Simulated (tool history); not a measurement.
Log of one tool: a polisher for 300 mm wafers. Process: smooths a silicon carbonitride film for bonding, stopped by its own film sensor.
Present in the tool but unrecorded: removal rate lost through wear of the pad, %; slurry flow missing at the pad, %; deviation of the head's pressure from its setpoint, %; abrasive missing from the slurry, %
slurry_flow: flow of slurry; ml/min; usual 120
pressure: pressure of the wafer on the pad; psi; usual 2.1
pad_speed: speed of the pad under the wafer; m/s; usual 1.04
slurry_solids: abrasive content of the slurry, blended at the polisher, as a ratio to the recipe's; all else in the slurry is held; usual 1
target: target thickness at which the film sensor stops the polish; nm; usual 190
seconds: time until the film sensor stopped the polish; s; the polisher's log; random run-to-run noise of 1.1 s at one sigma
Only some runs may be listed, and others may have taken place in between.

run     day  slurry_flow  pressure  pad_speed  slurry_solids  target  wafers since the last listed run  wafers polished on this pad  hours since the slurry nozzle was cleaned  hours since the head pressure was calibrated  hours since the slurry blender was calibrated  incoming thickness of the incoming film, nm  seconds
  1       0          120       2.1       1.04           1.15     190                                 0                           84                                      191.9                                         532.7                                          273.8                                        213.4    106.9
  2   0.954          120       2.1       1.04           1.15     190                               222                          306                                      214.8                                         555.6                                          296.7                                        209.8     92.8
  3   1.658          120       2.1       1.04           1.15     190                               164                          471                                      231.7                                         572.5                                          313.6                                        206.5     75.9
  4   2.667          120       2.1       1.04              1     190                               235                          706                                      255.9                                         596.7                                          337.8                                        210.3       99
      2.946  -- worn pad replaced by a new one
  5   3.821          120       2.1       1.04              1     190                               230                          203                                      283.6                                         624.4                                          365.5                                        208.5     92.3
  6   4.838          120       2.1       1.04              1     190                               237                          441                                        308                                         648.8                                          389.9                                        209.7    100.2
  7   5.458          120       2.1       1.04              1     190                               144                          585                                      322.9                                         663.7                                          404.8                                        208.8     94.6
      5.646  -- head pressure recalibrated
      6.996  -- worn pad replaced by a new one
  8   7.017          120       2.1       1.04              1     190                               305                            4                                      360.3                                          32.9                                          442.2                                        213.7    117.4
  9   7.508          120       2.1       1.04              1     190                               114                          119                                      372.1                                          44.7                                            454                                        213.2    118.9
      7.767  -- slurry blender recalibrated
       8.85  -- slurry nozzle cleaned
 10   8.962          120       2.1       1.04              1     190                               310                          429                                        2.7                                          79.6                                           28.7                                        208.9     85.8
 11   9.538           95       2.1       1.04              1     184                               134                          563                                       16.5                                          93.4                                           42.5                                        210.3    122.5
     10.808  -- worn pad replaced by a new one
 12  10.829          120       2.1       1.04            1.3     194                               262                            4                                       47.5                                         124.4                                           73.5                                        209.6     62.9
 13  11.975          120       2.4       1.24              1     190                               267                          271                                         75                                         151.9                                            101                                        213.3     83.5
 14  13.329          120       2.1       1.04              1     185                               315                          587                                      107.5                                         184.4                                          133.5                                        207.7    107.8
 15  13.967          120       2.5       1.04            0.9     193                               148                          736                                      122.8                                         199.7                                          148.8                                        212.3     79.7
 16  14.867          120       2.1       1.04              1     190                               209                          946                                      144.4                                         221.3                                          170.4                                        213.1    109.5
     15.108  -- worn pad replaced by a new one
 17  15.642          145       1.7       1.04           1.15     190                               141                          124                                        163                                         239.9                                            189                                        212.8    119.4
 18  16.196          120       2.1       1.04              1     190                               129                          253                                      176.3                                         253.2                                          202.3                                        211.7    104.4
 19    16.7          120       2.8       0.82            0.9     184                               117                          371                                      188.4                                         265.3                                          214.4                                        209.7    116.7
 20  17.475          120       2.1       1.04              1     190                               180                          551                                        207                                         283.9                                            233                                          207     83.4

Measured minus without-hidden-state, run by run (identical run-to-run variation in each term; gauge scatter may differ):
run  seconds
  1       +9
  2     +8.2
  3     +6.9
  4     +9.4
  5     +9.1
  6    +10.2
  7     +9.8
  8    +12.4
  9    +12.7
 10     +0.1
 11     +1.2
 12     +1.4
 13     +2.8
 14     +4.8
 15       +4
 16     +6.2
 17     +6.3
 18     +6.7
 19     +7.7
 20     +5.8

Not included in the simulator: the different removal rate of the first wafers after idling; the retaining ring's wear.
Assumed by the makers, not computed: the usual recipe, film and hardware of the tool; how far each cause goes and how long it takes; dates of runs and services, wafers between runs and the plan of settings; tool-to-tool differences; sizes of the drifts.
